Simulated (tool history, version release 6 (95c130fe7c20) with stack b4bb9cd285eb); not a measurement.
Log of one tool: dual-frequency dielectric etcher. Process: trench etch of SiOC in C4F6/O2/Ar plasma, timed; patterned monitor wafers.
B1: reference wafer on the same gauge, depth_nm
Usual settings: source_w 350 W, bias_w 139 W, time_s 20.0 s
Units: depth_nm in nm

run 1 day=0.000 | source_w=350 bias_w=139 time_s=20.0 | B1=33.14 | depth_nm=37.84
run 2 day=3.496 | source_w=350 bias_w=139 time_s=20.0 | B1=33.14 | depth_nm=37.57
run 3 day=5.538 | source_w=350 bias_w=139 time_s=20.0 | B1=33.19 | depth_nm=37.21
run 4 day=7.204 | source_w=350 bias_w=139 time_s=20.0 | B1=33.19 | depth_nm=37.67
run 5 day=9.212 | source_w=350 bias_w=139 time_s=20.0 | B1=33.17 | depth_nm=37.62
run 6 day=11.146 | source_w=350 bias_w=139 time_s=18.0 | B1=33.16 | depth_nm=33.84
run 7 day=13.908 | source_w=350 bias_w=139 time_s=18.0 | B1=33.21 | depth_nm=33.84
run 8 day=17.408 | source_w=350 bias_w=139 time_s=20.0 | B1=33.22 | depth_nm=37.70
-- day=20.258 wet clean of the chamber
run 9 day=20.279 | source_w=350 bias_w=139 time_s=20.0 | B1=33.22 | depth_nm=37.47
run 10 day=22.983 | source_w=350 bias_w=139 time_s=20.0 | B1=33.30 | depth_nm=37.71
run 11 day=27.458 | source_w=350 bias_w=139 time_s=20.0 | B1=33.27 | depth_nm=37.98
-- day=31.721 gauge calibrated
run 12 day=31.788 | source_w=350 bias_w=139 time_s=21.5 | B1=32.22 | depth_nm=38.96
run 13 day=35.529 | source_w=350 bias_w=139 time_s=21.5 | B1=32.33 | depth_nm=39.46
run 14 day=37.562 | source_w=350 bias_w=139 time_s=20.0 | B1=32.41 | depth_nm=36.88
run 15 day=40.788 | source_w=350 bias_w=139 time_s=20.0 | B1=32.47 | depth_nm=37.02
-- day=42.962 wet clean of the chamber
run 16 day=42.983 | source_w=350 bias_w=139 time_s=20.0 | B1=32.56 | depth_nm=37.02
-- day=45.438 bias power generator calibrated
-- day=46.825 upper electrode replaced
run 17 day=47.325 | source_w=350 bias_w=139 time_s=20.0 | B1=32.63 | depth_nm=37.04
run 18 day=48.846 | source_w=400 bias_w=111 time_s=20.0 | B1=32.67 | depth_nm=36.57
run 19 day=50.362 | source_w=270 bias_w=105 time_s=16.5 | B1=32.70 | depth_nm=24.38
-- day=52.508 source power generator calibrated
run 20 day=54.171 | source_w=370 bias_w=172 time_s=16.0 | B1=32.79 | depth_nm=32.55
run 21 day=56.129 | source_w=350 bias_w=139 time_s=20.0 | B1=32.81 | depth_nm=36.98
run 22 day=58.458 | source_w=260 bias_w=139 time_s=24.5 | B1=32.89 | depth_nm=38.88
run 23 day=61.567 | source_w=440 bias_w=123 time_s=20.0 | B1=32.91 | depth_nm=40.02
-- day=64.988 wet clean of the chamber
run 24 day=65.667 | source_w=410 bias_w=139 time_s=25.0 | B1=32.93 | depth_nm=50.58
run 25 day=67.600 | source_w=350 bias_w=139 time_s=15.5 | B1=32.92 | depth_nm=28.84
run 26 day=70.642 | source_w=350 bias_w=139 time_s=17.5 | B1=32.94 | depth_nm=32.82
run 27 day=73.733 | source_w=350 bias_w=139 time_s=20.0 | B1=33.00 | depth_nm=37.06
run 28 day=76.754 | source_w=350 bias_w=120 time_s=16.5 | B1=33.04 | depth_nm=29.53

What the log doesn't show, run by run:
etch rate over this chamber's usual, %: 0 in every run
source power that arrives over what is set, %: 0 in every run
bias power that arrives over what is set, %: 0 in every run
H1: gauge reads high (%)
run=1 H1=2.59
run=2 H1=2.67
run=3 H1=2.72
run=4 H1=2.75
run=5 H1=2.79
run=6 H1=2.82
run=7 H1=2.86
run=8 H1=2.91
run=9 H1=2.95
run=10 H1=2.98
run=11 H1=3.02
run=12 H1=-0.253
run=13 H1=0.143
run=14 H1=0.335
run=15 H1=0.61
run=16 H1=0.78
run=17 H1=1.08
run=18 H1=1.17
run=19 H1=1.25
run=20 H1=1.45
run=21 H1=1.54
run=22 H1=1.64
run=23 H1=1.76
run=24 H1=1.9
run=25 H1=1.96
run=26 H1=2.04
run=27 H1=2.12
run=28 H1=2.18
